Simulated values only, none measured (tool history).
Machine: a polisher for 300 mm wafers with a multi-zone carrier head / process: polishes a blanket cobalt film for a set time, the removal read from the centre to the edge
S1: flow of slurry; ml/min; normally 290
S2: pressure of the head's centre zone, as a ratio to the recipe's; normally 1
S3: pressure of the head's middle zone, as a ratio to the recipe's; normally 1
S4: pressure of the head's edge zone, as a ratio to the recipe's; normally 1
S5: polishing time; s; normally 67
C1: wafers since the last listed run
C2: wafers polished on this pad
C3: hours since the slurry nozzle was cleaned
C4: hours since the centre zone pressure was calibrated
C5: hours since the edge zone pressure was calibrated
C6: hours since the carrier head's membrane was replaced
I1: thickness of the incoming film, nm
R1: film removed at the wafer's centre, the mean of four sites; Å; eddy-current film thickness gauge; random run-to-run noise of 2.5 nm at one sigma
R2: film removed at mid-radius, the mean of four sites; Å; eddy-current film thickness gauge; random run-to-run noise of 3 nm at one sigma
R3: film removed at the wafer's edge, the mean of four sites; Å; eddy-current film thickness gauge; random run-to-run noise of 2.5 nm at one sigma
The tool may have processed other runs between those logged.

run 1 hour=0 | S1=290 S2=1 S3=1 S4=1 S5=67 | C1=0 C2=1611 C3=37.4 C4=613.4 C5=241.6 C6=1348 | I1=1533.1 | R1=2335 R2=2184 R3=2157
run 2 hour=28.8 | S1=205 S2=1 S3=1 S4=0.92 S5=67 | C1=267 C2=1878 C3=66.2 C4=642.2 C5=270.4 C6=1376.8 | I1=1552.1 | R1=2209 R2=2105 R3=2086
-- hour=37.4 worn pad replaced by a new one
run 3 hour=71.3 | S1=260 S2=1 S3=0.92 S4=0.89 S5=73 | C1=357 C2=314 C3=108.7 C4=684.7 C5=312.9 C6=1419.3 | I1=1519.1 | R1=2481 R2=2219 R3=2235
-- hour=96.7 centre zone pressure recalibrated
run 4 hour=105.3 | S1=205 S2=1.09 S3=1 S4=1 S5=67 | C1=296 C2=611 C3=142.7 C4=8.6 C5=346.9 C6=1453.3 | I1=1554 | R1=2300 R2=2076 R3=2138
run 5 hour=123.9 | S1=290 S2=1 S3=1 S4=1 S5=67 | C1=172 C2=783 C3=161.3 C4=27.2 C5=365.5 C6=1471.9 | I1=1529.3 | R1=2210 R2=2170 R3=2191
run 6 hour=141.9 | S1=290 S2=1 S3=1.08 S4=0.9 S5=67 | C1=166 C2=950 C3=179.3 C4=45.2 C5=383.5 C6=1489.9 | I1=1555.6 | R1=2228 R2=2417 R3=2090
run 7 hour=177.6 | S1=290 S2=0.95 S3=1 S4=1 S5=67 | C1=331 C2=1282 C3=215 C4=80.9 C5=419.2 C6=1525.6 | I1=1541.3 | R1=2168 R2=2231 R3=2170
run 8 hour=208.2 | S1=235 S2=1 S3=1 S4=0.95 S5=67 | C1=283 C2=1565 C3=245.6 C4=111.5 C5=449.8 C6=1556.2 | I1=1564 | R1=2207 R2=2120 R3=2148
run 9 hour=234.5 | S1=290 S2=1 S3=1 S4=1 S5=67 | C1=243 C2=1809 C3=271.9 C4=137.8 C5=476.1 C6=1582.5 | I1=1544.2 | R1=2268 R2=2195 R3=2225
-- hour=246 carrier head's membrane replaced by a new one
run 10 hour=255.2 | S1=290 S2=1.06 S3=1 S4=1 S5=67 | C1=145 C2=1955 C3=292.6 C4=158.5 C5=496.8 C6=9.2 | I1=1524.6 | R1=2400 R2=2194 R3=2157
-- hour=259.3 worn pad replaced by a new one
run 11 hour=281.2 | S1=290 S2=1 S3=1 S4=1 S5=67 | C1=204 C2=202 C3=318.6 C4=184.5 C5=522.8 C6=35.2 | I1=1568.7 | R1=2296 R2=2196 R3=2184
run 12 hour=309.6 | S1=290 S2=1 S3=1 S4=1 S5=67 | C1=263 C2=466 C3=347 C4=212.9 C5=551.2 C6=63.6 | I1=1533.2 | R1=2338 R2=2233 R3=2178
run 13 hour=325.7 | S1=365 S2=1 S3=1.12 S4=1.12 S5=67 | C1=149 C2=615 C3=363.1 C4=229 C5=567.3 C6=79.7 | I1=1562.9 | R1=2365 R2=2497 R3=2302
run 14 hour=355.1 | S1=290 S2=1 S3=1 S4=1 S5=67 | C1=272 C2=888 C3=392.5 C4=258.4 C5=596.7 C6=109.1 | I1=1573.6 | R1=2294 R2=2182 R3=2198
run 15 hour=388.2 | S1=290 S2=1 S3=1 S4=1 S5=76 | C1=306 C2=1195 C3=425.6 C4=291.5 C5=629.8 C6=142.2 | I1=1509.2 | R1=2652 R2=2530 R3=2497
run 16 hour=414.5 | S1=290 S2=0.89 S3=1.1 S4=0.9 S5=85 | C1=243 C2=1439 C3=451.9 C4=317.8 C5=656.1 C6=168.5 | I1=1535.8 | R1=2685 R2=3016 R3=2697
run 17 hour=435.3 | S1=290 S2=1 S3=1 S4=1 S5=61 | C1=192 C2=1631 C3=472.7 C4=338.6 C5=676.9 C6=189.3 | I1=1545 | R1=2183 R2=2005 R3=1947
run 18 hour=469.6 | S1=290 S2=1 S3=1 S4=1 S5=67 | C1=318 C2=1950 C3=507 C4=372.9 C5=711.2 C6=223.6 | I1=1544.3 | R1=2340 R2=2217 R3=2159
-- hour=487 worn pad replaced by a new one
run 19 hour=487.5 | S1=290 S2=0.93 S3=1 S4=1 S5=67 | C1=128 C2=5 C3=524.9 C4=390.8 C5=729.1 C6=241.5 | I1=1530.5 | R1=2149 R2=2176 R3=2168
run 20 hour=502.1 | S1=290 S2=0.9 S3=1 S4=1 S5=67 | C1=135 C2=140 C3=539.5 C4=405.4 C5=743.7 C6=256.1 | I1=1549.7 | R1=2105 R2=2202 R3=2251
run 21 hour=528.9 | S1=370 S2=1 S3=1 S4=1.09 S5=67 | C1=248 C2=389 C3=566.3 C4=432.2 C5=770.5 C6=282.9 | I1=1551.6 | R1=2407 R2=2311 R3=2277

Consider 5 possible next runs. They are alternatives, not a sequence: every one starts from the tool as it was left by run 21. What does each give?
run A hour=529.3 | S1=290 S2=1 S3=1 S4=1 S5=79 | C1=3 C2=392 C3=566.7 C4=432.6 C5=770.9 C6=283.3 | I1=1506.7 | R1=? R2=? R3=?
run B hour=529.3 | S1=330 S2=1 S3=0.94 S4=1.09 S5=50 | C1=3 C2=392 C3=566.7 C4=432.6 C5=770.9 C6=283.3 | I1=1506.7 | R1=? R2=? R3=?
run C hour=529.3 | S1=235 S2=1 S3=1.11 S4=1 S5=67 | C1=3 C2=392 C3=566.7 C4=432.6 C5=770.9 C6=283.3 | I1=1506.7 | R1=? R2=? R3=?
run D hour=529.3 | S1=290 S2=0.96 S3=0.88 S4=1.1 S5=44 | C1=3 C2=392 C3=566.7 C4=432.6 C5=770.9 C6=283.3 | I1=1506.7 | R1=? R2=? R3=?
run E hour=529.3 | S1=290 S2=1 S3=0.9 S4=1 S5=76 | C1=3 C2=392 C3=566.7 C4=432.6 C5=770.9 C6=283.3 | I1=1506.7 | R1=? R2=? R3=?

run=A R1=2775 R2=2574 R3=2610
run=B R1=1782 R2=1567 R3=1735
run=C R1=2287 R2=2324 R3=2166
run=D R1=1482 R2=1289 R3=1519
run=E R1=2668 R2=2268 R3=2514
Had the tool no hidden state, the same runs would have come out as:
run=A R1=2563 R2=2575 R3=2610
run=B R1=1645 R2=1568 R3=1735
run=C R1=2112 R2=2325 R3=2166
run=D R1=1369 R2=1289 R3=1519
run=E R1=2464 R2=2269 R3=2514
